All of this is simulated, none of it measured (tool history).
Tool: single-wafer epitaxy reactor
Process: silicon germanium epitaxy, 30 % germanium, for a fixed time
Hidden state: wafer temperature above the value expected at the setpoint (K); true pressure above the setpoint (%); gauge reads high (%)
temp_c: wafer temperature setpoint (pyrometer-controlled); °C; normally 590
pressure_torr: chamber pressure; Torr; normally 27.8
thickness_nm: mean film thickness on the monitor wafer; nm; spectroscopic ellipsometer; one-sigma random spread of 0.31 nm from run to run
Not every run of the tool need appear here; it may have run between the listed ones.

| run | hour | temp_c | pressure_torr | wafers since the last listed run | hours since the last pyrometer calibration | hours since the last manometer calibration | hours since the showerhead was replaced | hours since the gauge calibration | read-back reference wafer on the same gauge, thickness_nm | thickness_nm |
|---|---|---|---|---|---|---|---|---|---|---|
| 1 | 0 | 594 | 22.5 | 0 | 1591.7 | 1020.1 | 1155.9 | 142.9 | 59.187 | 54.518 |
| 2 | 95.4 | 580 | 26.2 | 2056 | 1687.1 | 1115.5 | 1251.3 | 238.3 | 59.209 | 47.176 |
| 3 | 187.9 | 580 | 26.2 | 1993 | 1779.6 | 1208 | 1343.8 | 330.8 | 59.212 | 47.692 |
| 4 | 261.9 | 590 | 27.8 | 1595 | 1853.6 | 1282 | 1417.8 | 404.8 | 59.218 | 58.467 |
| 5 | 328 | 590 | 27.8 | 1424 | 1919.7 | 1348.1 | 1483.9 | 470.9 | 59.258 | 58.044 |
| 6 | 415.7 | 587 | 23.1 | 1890 | 2007.4 | 1435.8 | 1571.6 | 558.6 | 59.224 | 49.692 |
| 7 | 507.8 | 587 | 23.1 | 1985 | 2099.5 | 1527.9 | 1663.7 | 650.7 | 59.175 | 50.378 |
| 8 | 544.6 | 587 | 23.1 | 793 | 2136.3 | 1564.7 | 1700.5 | 687.5 | 59.186 | 49.794 |
| 9 | 616.7 | 581 | 32.8 | 1554 | 2208.4 | 1636.8 | 1772.6 | 759.6 | 59.182 | 54.743 |
| 10 | 696 | 581 | 27.8 | 1709 | 2287.7 | 1716.1 | 1851.9 | 838.9 | 59.217 | 50.727 |
|  | 730.7 | capacitance manometer re-zeroed and calibrated |
| 11 | 745.5 | 581 | 27.8 | 894 | 2337.2 | 14.8 | 1901.4 | 888.4 | 59.187 | 50.392 |
| 12 | 798.6 | 596 | 27.8 | 1144 | 2390.3 | 67.9 | 1954.5 | 941.5 | 59.229 | 64.012 |
| 13 | 879.5 | 590 | 27.8 | 1743 | 2471.2 | 148.8 | 2035.4 | 1022.4 | 59.192 | 58.323 |
| 14 | 977.7 | 590 | 27.8 | 2116 | 2569.4 | 247 | 2133.6 | 1120.6 | 59.183 | 58.484 |
|  | 1186.3 | pyrometer calibrated |
| 15 | 1275.7 | 590 | 27.8 | 6251 | 89.4 | 545 | 2431.6 | 1418.6 | 59.138 | 56.317 |
| 16 | 1336.9 | 590 | 27.8 | 1319 | 150.6 | 606.2 | 2492.8 | 1479.8 | 59.253 | 56.393 |
| 17 | 1634.6 | 590 | 27.8 | 6417 | 448.3 | 903.9 | 2790.5 | 1777.5 | 59.131 | 56.78 |
| 18 | 1701.3 | 590 | 27.8 | 1437 | 515 | 970.6 | 2857.2 | 1844.2 | 59.205 | 57.056 |
| 19 | 1792.5 | 576 | 32.7 | 1965 | 606.2 | 1061.8 | 2948.4 | 1935.4 | 59.143 | 49.644 |
| 20 | 1865.8 | 600 | 27.8 | 1580 | 679.5 | 1135.1 | 3021.7 | 2008.7 | 59.221 | 66.75 |
| 21 | 1920.7 | 578 | 24.8 | 1183 | 734.4 | 1190 | 3076.6 | 2063.6 | 59.168 | 44.25 |
| 22 | 1973.7 | 605 | 25.6 | 1142 | 787.4 | 1243 | 3129.6 | 2116.6 | 59.238 | 70.267 |
|  | 2024.4 | showerhead replaced |
| 23 | 2078.7 | 590 | 27.8 | 2091 | 892.4 | 1348 | 54.3 | 2221.6 | 59.156 | 57.926 |
| 24 | 2155.3 | 585 | 34 | 1651 | 969 | 1424.6 | 130.9 | 2298.2 | 59.164 | 59.389 |
| 25 | 2210.9 | 602 | 21.4 | 1198 | 1024.6 | 1480.2 | 186.5 | 2353.8 | 59.155 | 61.081 |
| 26 | 2360.7 | 590 | 27.8 | 3229 | 1174.4 | 1630 | 336.3 | 2503.6 | 59.143 | 57.872 |
|  | 2382.4 | gauge calibrated |
| 27 | 2453.2 | 590 | 33.4 | 1993 | 1266.9 | 1722.5 | 428.8 | 70.8 | 59.274 | 64.04 |
|  | 2466.1 | capacitance manometer re-zeroed and calibrated |
| 28 | 2500.1 | 580 | 20.9 | 838 | 1313.8 | 34 | 475.7 | 117.7 | 59.267 | 41.632 |
| 29 | 2572.8 | 590 | 31.8 | 1567 | 1386.5 | 106.7 | 548.4 | 190.4 | 59.172 | 62.563 |
| 30 | 2623.2 | 584 | 27.8 | 1086 | 1436.9 | 157.1 | 598.8 | 240.8 | 59.185 | 52.306 |
| 31 | 2676.4 | 590 | 27.8 | 1146 | 1490.1 | 210.3 | 652 | 294 | 59.23 | 58.227 |
| 32 | 2750.8 | 575 | 21.7 | 1603 | 1564.5 | 284.7 | 726.4 | 368.4 | 59.125 | 39.283 |
| 33 | 2832.3 | 590 | 27.8 | 1756 | 1646 | 366.2 | 807.9 | 449.9 | 59.228 | 58.429 |
| 34 | 2917.4 | 579 | 27.8 | 1834 | 1731.1 | 451.3 | 893 | 535 | 59.219 | 49.295 |
| 35 | 2990.9 | 590 | 27.8 | 1584 | 1804.6 | 524.8 | 966.5 | 608.5 | 59.191 | 59.448 |
| 36 | 3088.5 | 590 | 27.8 | 2103 | 1902.2 | 622.4 | 1064.1 | 706.1 | 59.211 | 59.027 |

Each row is a separate what-if for the run after 36, all from the same tool condition, not one after another. Results?
| A | 3088.9 | 590 | 33.5 | 8 | 1902.6 | 622.8 | 1064.5 | 706.5 | ? | ? |
| B | 3088.9 | 579 | 23.2 | 8 | 1902.6 | 622.8 | 1064.5 | 706.5 | ? | ? |
| C | 3088.9 | 598 | 24.4 | 8 | 1902.6 | 622.8 | 1064.5 | 706.5 | ? | ? |

| run | read-back reference wafer on the same gauge, thickness_nm | thickness_nm |
|---|---|---|
| A | 59.201 | 64.695 |
| B | 59.201 | 43.96 |
| C | 59.201 | 61.826 |
Stripped of hidden state, with their random variation kept, the same runs would have yielded:
| run | thickness_nm |
|---|---|
| A | 60.692 |
| B | 41.18 |
| C | 58.061 |

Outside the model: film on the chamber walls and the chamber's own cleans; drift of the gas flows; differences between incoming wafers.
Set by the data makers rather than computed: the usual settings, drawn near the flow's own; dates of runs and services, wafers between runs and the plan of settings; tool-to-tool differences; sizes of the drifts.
